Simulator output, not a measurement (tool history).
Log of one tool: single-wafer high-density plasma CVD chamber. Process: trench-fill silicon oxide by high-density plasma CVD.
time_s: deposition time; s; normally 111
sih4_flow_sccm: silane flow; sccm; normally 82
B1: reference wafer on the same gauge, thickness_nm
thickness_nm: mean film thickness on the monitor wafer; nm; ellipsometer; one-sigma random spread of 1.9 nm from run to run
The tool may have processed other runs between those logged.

{"run": 1, "hour": 0.0, "time_s": 111, "sih4_flow_sccm": 86, "B1": 843.335, "thickness_nm": 822.465}
{"run": 2, "hour": 32.7, "time_s": 111, "sih4_flow_sccm": 86, "B1": 841.787, "thickness_nm": 817.13}
{"run": 3, "hour": 44.3, "time_s": 111, "sih4_flow_sccm": 90, "B1": 843.373, "thickness_nm": 860.286}
{"run": 4, "hour": 58.1, "time_s": 111, "sih4_flow_sccm": 82, "B1": 842.854, "thickness_nm": 782.386}
{"run": 5, "hour": 68.5, "time_s": 111, "sih4_flow_sccm": 82, "B1": 843.468, "thickness_nm": 783.976}
{"run": 6, "hour": 84.0, "time_s": 111, "sih4_flow_sccm": 82, "B1": 843.041, "thickness_nm": 782.292}
{"run": 7, "hour": 97.3, "time_s": 111, "sih4_flow_sccm": 82, "B1": 843.323, "thickness_nm": 784.502}
{"run": 8, "hour": 115.1, "time_s": 97, "sih4_flow_sccm": 93, "B1": 844.071, "thickness_nm": 772.887}
{"run": 9, "hour": 121.6, "time_s": 97, "sih4_flow_sccm": 93, "B1": 841.787, "thickness_nm": 776.72}
{"run": 10, "hour": 129.6, "time_s": 111, "sih4_flow_sccm": 82, "B1": 842.28, "thickness_nm": 783.555}
{"run": 11, "hour": 141.1, "time_s": 111, "sih4_flow_sccm": 82, "B1": 842.274, "thickness_nm": 785.23}
{"hour": 166.9, "done": "gauge calibrated"}
{"run": 12, "hour": 190.6, "time_s": 111, "sih4_flow_sccm": 82, "B1": 842.316, "thickness_nm": 785.405}
{"run": 13, "hour": 203.3, "time_s": 111, "sih4_flow_sccm": 82, "B1": 843.532, "thickness_nm": 784.186}
{"run": 14, "hour": 218.2, "time_s": 111, "sih4_flow_sccm": 82, "B1": 842.638, "thickness_nm": 782.442}
{"run": 15, "hour": 230.7, "time_s": 111, "sih4_flow_sccm": 94, "B1": 843.346, "thickness_nm": 896.821}
{"run": 16, "hour": 236.7, "time_s": 111, "sih4_flow_sccm": 94, "B1": 843.087, "thickness_nm": 896.999}
{"run": 17, "hour": 246.2, "time_s": 111, "sih4_flow_sccm": 94, "B1": 843.237, "thickness_nm": 898.797}
{"run": 18, "hour": 252.2, "time_s": 111, "sih4_flow_sccm": 82, "B1": 843.104, "thickness_nm": 779.964}
{"hour": 271.5, "done": "silane flow controller replaced"}
{"run": 19, "hour": 272.0, "time_s": 111, "sih4_flow_sccm": 82, "B1": 842.155, "thickness_nm": 823.605}
{"run": 20, "hour": 299.4, "time_s": 111, "sih4_flow_sccm": 71, "B1": 843.685, "thickness_nm": 711.584}
{"run": 21, "hour": 310.3, "time_s": 111, "sih4_flow_sccm": 71, "B1": 843.112, "thickness_nm": 711.927}
{"run": 22, "hour": 360.6, "time_s": 111, "sih4_flow_sccm": 71, "B1": 842.128, "thickness_nm": 708.433}
{"run": 23, "hour": 372.2, "time_s": 111, "sih4_flow_sccm": 82, "B1": 843.527, "thickness_nm": 815.908}
{"run": 24, "hour": 390.2, "time_s": 127, "sih4_flow_sccm": 82, "B1": 843.32, "thickness_nm": 933.966}

The next listed run, before its measurement:
{"run": 25, "hour": 405.9, "time_s": 126, "sih4_flow_sccm": 72, "B1": "?", "thickness_nm": "?"}

Run 25 produced B1 843.342, thickness_nm 817.976 nm.
Without the tool's hidden state the same run would have given thickness_nm 832.980 nm.
